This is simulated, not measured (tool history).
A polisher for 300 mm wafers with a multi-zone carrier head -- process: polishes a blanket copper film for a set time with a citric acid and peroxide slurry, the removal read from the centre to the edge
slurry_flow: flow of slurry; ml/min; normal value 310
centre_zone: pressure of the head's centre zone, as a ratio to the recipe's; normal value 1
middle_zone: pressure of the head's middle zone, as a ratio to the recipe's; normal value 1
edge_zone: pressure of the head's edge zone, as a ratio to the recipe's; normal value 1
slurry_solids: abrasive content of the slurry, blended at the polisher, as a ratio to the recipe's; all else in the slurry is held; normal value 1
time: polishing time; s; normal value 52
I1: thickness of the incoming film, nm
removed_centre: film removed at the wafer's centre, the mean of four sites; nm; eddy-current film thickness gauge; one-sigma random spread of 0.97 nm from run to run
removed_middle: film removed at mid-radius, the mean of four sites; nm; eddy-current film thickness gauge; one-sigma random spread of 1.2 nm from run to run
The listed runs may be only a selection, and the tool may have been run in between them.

run 1 hour=0 | slurry_flow=310 centre_zone=1 middle_zone=1 edge_zone=1 slurry_solids=1 time=52 | I1=1176 | removed_centre=137 removed_middle=135.7
-- hour=4.9 slurry nozzle cleaned
-- hour=50.1 edge zone pressure recalibrated
run 2 hour=72.4 | slurry_flow=310 centre_zone=1 middle_zone=1 edge_zone=1 slurry_solids=1 time=52 | I1=1146.6 | removed_centre=134.7 removed_middle=134.9
-- hour=115.8 centre zone pressure recalibrated
run 3 hour=165.1 | slurry_flow=310 centre_zone=1 middle_zone=0.93 edge_zone=1 slurry_solids=1 time=52 | I1=1176.7 | removed_centre=136.9 removed_middle=129.3
-- hour=200.8 worn pad replaced by a new one
run 4 hour=260.5 | slurry_flow=310 centre_zone=1 middle_zone=0.93 edge_zone=1 slurry_solids=1 time=52 | I1=1179.1 | removed_centre=135.2 removed_middle=130.1
run 5 hour=324.3 | slurry_flow=310 centre_zone=1 middle_zone=0.94 edge_zone=1 slurry_solids=1 time=52 | I1=1165.5 | removed_centre=133.8 removed_middle=131.5
run 6 hour=389 | slurry_flow=310 centre_zone=1 middle_zone=0.94 edge_zone=1 slurry_solids=1 time=52 | I1=1152.2 | removed_centre=136.5 removed_middle=131.1
-- hour=431.7 carrier head's membrane replaced by a new one
run 7 hour=463.9 | slurry_flow=310 centre_zone=1 middle_zone=0.94 edge_zone=1 slurry_solids=1 time=52 | I1=1166.5 | removed_centre=136.1 removed_middle=129.9
run 8 hour=500.4 | slurry_flow=380 centre_zone=1 middle_zone=1 edge_zone=1 slurry_solids=1 time=52 | I1=1162.7 | removed_centre=140 removed_middle=141
-- hour=513.3 worn pad replaced by a new one
run 9 hour=586.9 | slurry_flow=380 centre_zone=1 middle_zone=1 edge_zone=1 slurry_solids=1 time=52 | I1=1179.8 | removed_centre=139.1 removed_middle=137
run 10 hour=672.3 | slurry_flow=310 centre_zone=1 middle_zone=1 edge_zone=1 slurry_solids=1 time=52 | I1=1173.4 | removed_centre=134.9 removed_middle=135.4
-- hour=678.5 slurry nozzle cleaned
-- hour=721.3 centre zone pressure recalibrated
run 11 hour=766.8 | slurry_flow=310 centre_zone=1 middle_zone=0.89 edge_zone=1.03 slurry_solids=1 time=52 | I1=1175.8 | removed_centre=136.4 removed_middle=123.8
-- hour=781.8 worn pad replaced by a new one
run 12 hour=828.2 | slurry_flow=380 centre_zone=1 middle_zone=1 edge_zone=1 slurry_solids=1 time=52 | I1=1173.3 | removed_centre=138.5 removed_middle=139.6
run 13 hour=869.4 | slurry_flow=345 centre_zone=1.04 middle_zone=1 edge_zone=1 slurry_solids=1 time=52 | I1=1160 | removed_centre=142.1 removed_middle=138.7
run 14 hour=934.7 | slurry_flow=280 centre_zone=1 middle_zone=1 edge_zone=1 slurry_solids=1 time=52 | I1=1183.1 | removed_centre=135.2 removed_middle=133.2
run 15 hour=991.2 | slurry_flow=310 centre_zone=1 middle_zone=0.89 edge_zone=1.03 slurry_solids=1 time=52 | I1=1170.4 | removed_centre=137.9 removed_middle=124.1
-- hour=1041.1 worn pad replaced by a new one
run 16 hour=1096.5 | slurry_flow=245 centre_zone=1.06 middle_zone=1 edge_zone=1.09 slurry_solids=1 time=52 | I1=1173.8 | removed_centre=141.3 removed_middle=133.3
-- hour=1134.5 edge zone pressure recalibrated
run 17 hour=1192.7 | slurry_flow=310 centre_zone=1.06 middle_zone=1 edge_zone=0.97 slurry_solids=0.9 time=58 | I1=1167.7 | removed_centre=156.5 removed_middle=149.9
run 18 hour=1253.2 | slurry_flow=310 centre_zone=1 middle_zone=1 edge_zone=1.1 slurry_solids=0.8 time=52 | I1=1172.5 | removed_centre=131.2 removed_middle=129.1
run 19 hour=1305.4 | slurry_flow=310 centre_zone=0.93 middle_zone=1 edge_zone=1 slurry_solids=1 time=52 | I1=1187.2 | removed_centre=126 removed_middle=136.4
-- hour=1353.8 worn pad replaced by a new one
run 20 hour=1354.3 | slurry_flow=310 centre_zone=1.06 middle_zone=1 edge_zone=1 slurry_solids=1 time=52 | I1=1157.1 | removed_centre=146.2 removed_middle=138.8
-- hour=1364 slurry nozzle cleaned
-- hour=1367.8 centre zone pressure recalibrated
run 21 hour=1446 | slurry_flow=310 centre_zone=1 middle_zone=1 edge_zone=1 slurry_solids=1 time=52 | I1=1162.6 | removed_centre=138.1 removed_middle=135

Consider 4 possible next runs. They are alternatives, not a sequence: every one starts from the tool as it was left by run 21. What does each give?
run A hour=1446.4 | slurry_flow=310 centre_zone=1 middle_zone=1 edge_zone=1 slurry_solids=1 time=52 | I1=1176 | removed_centre=? removed_middle=?
run B hour=1446.4 | slurry_flow=310 centre_zone=1 middle_zone=0.92 edge_zone=0.88 slurry_solids=1.15 time=47 | I1=1176 | removed_centre=? removed_middle=?
run C hour=1446.4 | slurry_flow=420 centre_zone=0.92 middle_zone=1 edge_zone=1 slurry_solids=1 time=52 | I1=1176 | removed_centre=? removed_middle=?
run D hour=1446.4 | slurry_flow=310 centre_zone=1 middle_zone=1 edge_zone=1 slurry_solids=1.15 time=52 | I1=1176 | removed_centre=? removed_middle=?

run=A removed_centre=136.2 removed_middle=137.7
run=B removed_centre=126.4 removed_middle=119.2
run=C removed_centre=128.9 removed_middle=141.4
run=D removed_centre=139.9 removed_middle=141.4
Without the tool's unlogged condition, the same runs would have read:
run=A removed_centre=136.2 removed_middle=137.7
run=B removed_centre=126.4 removed_middle=119.2
run=C removed_centre=128.9 removed_middle=141.4
run=D removed_centre=139.9 removed_middle=141.4

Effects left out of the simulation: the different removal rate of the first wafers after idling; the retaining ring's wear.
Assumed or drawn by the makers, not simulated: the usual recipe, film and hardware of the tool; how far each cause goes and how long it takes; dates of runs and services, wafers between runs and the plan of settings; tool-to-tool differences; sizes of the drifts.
